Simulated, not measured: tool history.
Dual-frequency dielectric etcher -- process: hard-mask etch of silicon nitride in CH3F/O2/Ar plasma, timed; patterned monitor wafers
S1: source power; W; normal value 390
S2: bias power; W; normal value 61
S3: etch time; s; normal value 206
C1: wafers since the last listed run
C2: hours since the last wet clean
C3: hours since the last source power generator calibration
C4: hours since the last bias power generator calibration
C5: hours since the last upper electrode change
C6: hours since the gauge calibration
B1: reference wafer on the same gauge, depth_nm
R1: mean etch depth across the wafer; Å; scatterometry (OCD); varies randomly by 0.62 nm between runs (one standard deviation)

run     day   S1  S2     S3   C1     C2      C3      C4      C5      C6     B1    R1
  1       0  340  61    206    0  104.4  3639.3  3324.4  3147.5   951.3  144.9  1133
  2   3.012  340  61    206  401  176.7  3711.6  3396.7  3219.8  1023.6  144.9  1129
  3   6.012  390  61    206  399  248.7  3783.6  3468.7  3291.8  1095.6    145  1218
  4   8.692  410  57    206  357    313  3847.9    3533  3356.1  1159.9  144.9  1229
  5  12.925  410  57    206  564  414.6  3949.5  3634.6  3457.7  1261.5    145  1230
  6  14.958  410  57    206  270  463.4  3998.3  3683.4  3506.5  1310.3    145  1244
  7  17.496  390  61    206  338  524.3  4059.2  3744.3  3567.4  1371.2    145  1210
     18.583  -- gauge calibrated
  8  19.254  390  61    206  234  566.5  4101.4  3786.5  3609.6    16.1    145  1215
  9  21.442  440  49  263.5  291    619  4153.9    3839  3662.1    68.6    145  1582
     24.246  -- upper electrode replaced
     26.217  -- wet clean of the chamber
 10  26.238  390  61    206  372    0.5    4269  3954.1    47.8   183.7  145.1  1209
 11  28.012  460  61    206  236   43.1  4311.6  3996.7    90.4   226.3    145  1314
     31.525  -- source power generator calibrated
 12  32.071  310  73    206  518  140.5    13.1  4094.1   187.8   323.7  145.1  1096
 13  34.229  390  48  147.5  287  192.3    64.9  4145.9   239.6   375.5    145   832
       34.4  -- bias power generator calibrated
 14  36.533  490  52    206  284  247.6   120.2    51.2   294.9   430.8  144.9  1340
 15    39.7  460  53  255.5  422  323.6   196.2   127.2   370.9   506.8  145.1  1609
 16  42.138  340  61    167  324  382.1   254.7   185.7   429.4   565.3    145   911
 17  44.492  390  61  228.5  313  438.6   311.2   242.2   485.9   621.8    145  1335

For each run, what was the tool's unlogged condition?
etch rate over this chamber's usual, %: 0 on each run
source power that arrives over what is set, %: 0 on each run
bias power that arrives over what is set, %: 0 on each run
gauge reads high (%): 0 on each run

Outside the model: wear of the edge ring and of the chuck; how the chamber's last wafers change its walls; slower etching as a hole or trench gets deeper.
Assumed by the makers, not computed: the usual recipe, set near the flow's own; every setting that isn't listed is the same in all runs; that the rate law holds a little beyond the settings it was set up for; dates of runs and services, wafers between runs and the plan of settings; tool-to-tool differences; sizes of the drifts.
